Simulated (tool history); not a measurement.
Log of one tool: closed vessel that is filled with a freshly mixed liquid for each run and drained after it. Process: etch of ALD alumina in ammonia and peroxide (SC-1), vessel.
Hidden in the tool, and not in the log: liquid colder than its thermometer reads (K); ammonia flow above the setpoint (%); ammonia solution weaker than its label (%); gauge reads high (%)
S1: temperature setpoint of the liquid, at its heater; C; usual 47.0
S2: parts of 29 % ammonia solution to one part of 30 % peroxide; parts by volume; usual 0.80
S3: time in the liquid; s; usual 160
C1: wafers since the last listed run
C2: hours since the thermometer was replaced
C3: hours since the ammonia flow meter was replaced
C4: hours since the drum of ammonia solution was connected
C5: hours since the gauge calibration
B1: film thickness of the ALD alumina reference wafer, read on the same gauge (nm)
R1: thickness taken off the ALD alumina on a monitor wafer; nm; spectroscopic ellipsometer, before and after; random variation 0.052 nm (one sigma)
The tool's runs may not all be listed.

run	hour	S1	S2	S3	C1	C2	C3	C4	C5	B1	R1
1	0.0	47.0	0.80	135	0	446.1	762.9	256.4	291.5	130.02	8.18
2	12.1	47.0	0.80	135	852	458.2	775.0	268.5	303.6	129.99	8.21
3	28.0	55.0	0.80	160	1120	474.1	790.9	284.4	319.5	129.99	15.01
4	43.6	55.0	0.80	160	1099	489.7	806.5	300.0	335.1	130.00	14.98
5	58.2	47.0	0.80	160	1029	504.3	821.1	314.6	349.7	129.98	9.68
6	71.9	47.0	0.80	160	965	518.0	834.8	328.3	363.4	129.98	9.70
7	79.9	47.0	0.80	160	563	526.0	842.8	336.3	371.4	129.99	9.56
8	87.8	47.0	0.80	160	556	533.9	850.7	344.2	379.3	130.00	9.59
9	125.6	47.0	0.80	160	2664	571.7	888.5	382.0	417.1	130.00	9.56
10	132.3	47.0	0.80	160	472	578.4	895.2	388.7	423.8	130.00	9.67
11	139.6	49.5	0.80	185	514	585.7	902.5	396.0	431.1	130.02	12.72
12	152.3	51.5	0.60	105	895	598.4	915.2	408.7	443.8	129.99	7.81
13	162.0	49.5	0.90	160	683	608.1	924.9	418.4	453.5	129.99	11.20
14	173.5	47.0	0.80	125	810	619.6	936.4	429.9	465.0	130.00	7.51
# hour 176.2: thermometer replaced
15	190.8	55.0	0.80	160	1148	14.6	953.7	447.2	482.3	130.01	14.18
# hour 197.4: new drum of ammonia solution connected
16	204.9	47.0	1.15	160	923	28.7	967.8	7.5	496.4	129.98	9.43
# hour 214.0: ammonia flow meter replaced
17	215.0	53.0	0.80	160	641	38.8	1.0	17.6	506.5	130.01	12.70
18	226.1	50.5	0.80	160	782	49.9	12.1	28.7	517.6	130.00	10.96
# hour 232.9: gauge calibrated
19	233.3	55.0	0.80	160	507	57.1	19.3	35.9	0.4	130.01	14.02
# hour 235.7: thermometer replaced, repeated, since the last time left the tool worse
20	243.1	47.0	0.80	160	620	7.4	29.1	45.7	10.2	130.01	10.20
21	254.5	47.0	1.10	255	803	18.8	40.5	57.1	21.6	130.01	16.82
22	271.2	47.0	1.05	205	1177	35.5	57.2	73.8	38.3	130.00	13.43
23	288.9	51.5	0.65	80	1247	53.2	74.9	91.5	56.0	130.00	6.43
24	302.9	47.0	0.80	160	986	67.2	88.9	105.5	70.0	129.99	10.10
25	309.5	56.0	0.40	95	465	73.8	95.5	112.1	76.6	130.01	9.23
26	321.2	47.0	0.80	160	824	85.5	107.2	123.8	88.3	129.99	10.17

Forecast run 27:
27	329.0	47.0	0.65	70	549	93.3	115.0	131.6	96.1	?	?

{"run 27": {"B1": 130.02, "R1": 4.36}}
Without the tool's hidden state the same run would have given R1 4.43 nm.

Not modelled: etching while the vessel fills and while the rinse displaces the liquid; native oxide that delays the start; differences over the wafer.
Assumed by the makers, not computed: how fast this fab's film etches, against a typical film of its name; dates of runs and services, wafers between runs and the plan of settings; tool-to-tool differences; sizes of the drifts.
